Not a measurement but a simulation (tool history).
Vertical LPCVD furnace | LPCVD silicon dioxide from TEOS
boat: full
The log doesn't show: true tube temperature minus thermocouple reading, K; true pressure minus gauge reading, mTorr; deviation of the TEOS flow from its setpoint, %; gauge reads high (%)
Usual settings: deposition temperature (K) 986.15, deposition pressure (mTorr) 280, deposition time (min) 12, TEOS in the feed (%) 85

run	hour	deposition temperature (K)	deposition pressure (mTorr)	deposition time (min)	TEOS in the feed (%)	wafers since the last listed run	hours since the last temperature calibration	hours since the pressure gauge was zeroed	hours since the TEOS flow controller was replaced	hours since the gauge calibration	read-back reference wafer on the same gauge, thickness	film thickness on the monitor wafer in the middle of the boat (nm)
1	0	986.15	280	12	85	0	2635	4624.4	5658.8	95.3	141.97	140.79
2	29.3	986.15	280	12	85	260	2664.3	4653.7	5688.1	124.6	142.06	141.49
3	57.8	986.15	280	12	85	253	2692.8	4682.2	5716.6	153.1	141.85	140.98
4	73.3	986.15	280	12	85	137	2708.3	4697.7	5732.1	168.6	142.19	141.23
5	108	986.15	280	12	85	308	2743	4732.4	5766.8	203.3	142.12	141
6	131.9	986.15	280	12	85	212	2766.9	4756.3	5790.7	227.2	142.11	140.21
# hour 169.5: thermocouples replaced and temperature profile calibrated
7	170	986.15	280	12	85	125	0.5	4794.4	5828.8	265.3	141.93	128.49
# hour 173.1: gauge calibrated
8	189.2	986.15	280	12	85	170	19.7	4813.6	5848	16.1	141.77	128.87
9	216.1	986.15	280	12	85	238	46.6	4840.5	5874.9	43	141.98	128.58
10	237.6	986.15	280	12	85	190	68.1	4862	5896.4	64.5	141.98	129.73
11	268.8	979.15	225	9	85	277	99.3	4893.2	5927.6	95.7	142	73.95
# hour 339.5: TEOS flow controller replaced
12	340	986.15	220	12	74	419	170.5	4964.4	0.5	166.9	142.05	108.36
# hour 385.5: pressure gauge zeroed
13	386	978.15	260	13.5	85	195	216.5	0.5	46.5	212.9	142.19	117.5
14	401.3	986.15	280	12	85	135	231.8	15.8	61.8	228.2	142.03	131.19
15	436.5	986.15	280	12	85	312	267	51	97	263.4	142.08	131.84
16	460.1	986.15	255	12	97	209	290.6	74.6	120.6	287	141.79	133.78
17	478.7	986.15	280	12	85	165	309.2	93.2	139.2	305.6	141.96	131.99
# hour 498.1: gauge calibrated
18	502	986.15	280	12	85	206	332.5	116.5	162.5	3.9	142.06	133.2
19	519.6	986.15	250	12	85	156	350.1	134.1	180.1	21.5	141.82	125.93
20	535.9	997.15	280	12	85	144	366.4	150.4	196.4	37.8	141.96	168.61
21	564.7	978.15	350	16.5	89	255	395.2	179.2	225.2	66.6	142.06	173.75

Forecast each of these 3 alternatives for the next run:
A	569.8	974.15	280	12	85	45	400.3	184.3	230.3	71.7	?	?
B	569.8	986.15	250	12	97	45	400.3	184.3	230.3	71.7	?	?
C	569.8	995.15	280	12	74	45	400.3	184.3	230.3	71.7	?	?

run	read-back reference wafer on the same gauge, thickness	film thickness on the monitor wafer in the middle of the boat (nm)
A	142.22	101.1
B	142.22	134.24
C	142.22	151.75
Without the tool's hidden state the same runs would have given:
run	film thickness on the monitor wafer in the middle of the boat (nm)
A	97.4
B	129.45
C	146.43
